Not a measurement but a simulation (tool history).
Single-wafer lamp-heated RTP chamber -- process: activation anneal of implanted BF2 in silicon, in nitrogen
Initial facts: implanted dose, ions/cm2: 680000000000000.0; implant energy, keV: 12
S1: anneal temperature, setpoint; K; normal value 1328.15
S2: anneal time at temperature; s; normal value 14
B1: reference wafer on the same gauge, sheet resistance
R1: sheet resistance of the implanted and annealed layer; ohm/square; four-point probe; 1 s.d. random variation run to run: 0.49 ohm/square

run	hour	S1	S2	B1	R1
1	0	1328.15	11	151.07	190.49
2	74.1	1328.15	14	151.1	184.41
# hour 85.7: pyrometer window cleaned and pyrometer calibrated
3	166.1	1314.15	14	151.02	192.62
# hour 208: reflector plate cleaned
4	208.8	1328.15	10	151.03	194.41
5	293.5	1328.15	14	150.98	185.14
6	372.7	1328.15	14	151.04	184.41
# hour 453.5: pyrometer window cleaned and pyrometer calibrated
7	454.7	1318.15	11	151.04	194.74
# hour 535.3: reflector plate cleaned
8	540.3	1318.15	11	151.1	200.84
9	577.8	1328.15	14	150.97	185.7
10	663.7	1328.15	14	150.91	184.87
11	766.4	1328.15	14	151.04	182.56
# hour 845.6: pyrometer window cleaned and pyrometer calibrated
12	852.4	1318.15	11	151.09	194.87
# hour 889.6: reflector plate cleaned
13	944.5	1308.15	21	151.12	193.22
14	985.1	1353.15	22	151.03	164.3
15	1033.7	1339.15	9	150.94	185.27
# hour 1056.2: gauge calibrated
16	1128.8	1355.15	19	151.08	164.95
# hour 1157.9: pyrometer window cleaned and pyrometer calibrated
# hour 1213.7: reflector plate cleaned
17	1221.2	1328.15	18	151.11	181.33
18	1283.8	1336.15	17	151.09	175.78
19	1329.2	1328.15	14	150.98	184.39
20	1368.4	1350.15	22	151	164.53
# hour 1476.5: pyrometer window cleaned and pyrometer calibrated
21	1477	1309.15	17	150.97	191.68
22	1536.8	1328.15	14	150.96	181.44
# hour 1573: reflector plate cleaned
23	1623.2	1328.15	9	151.03	194.97

What if the next run were any one of these 3? Each begins from the tool's condition after run 23:
A	1623.6	1328.15	14	?	?
B	1623.6	1314.15	11	?	?
C	1623.6	1320.15	17	?	?

run	B1	R1
A	151.04	185.38
B	151.04	202.2
C	151.04	187.08
The same runs, with their run-to-run variation unchanged, on a tool lacking any hidden condition would have given:
run	R1
A	186.78
B	203.99
C	188.61
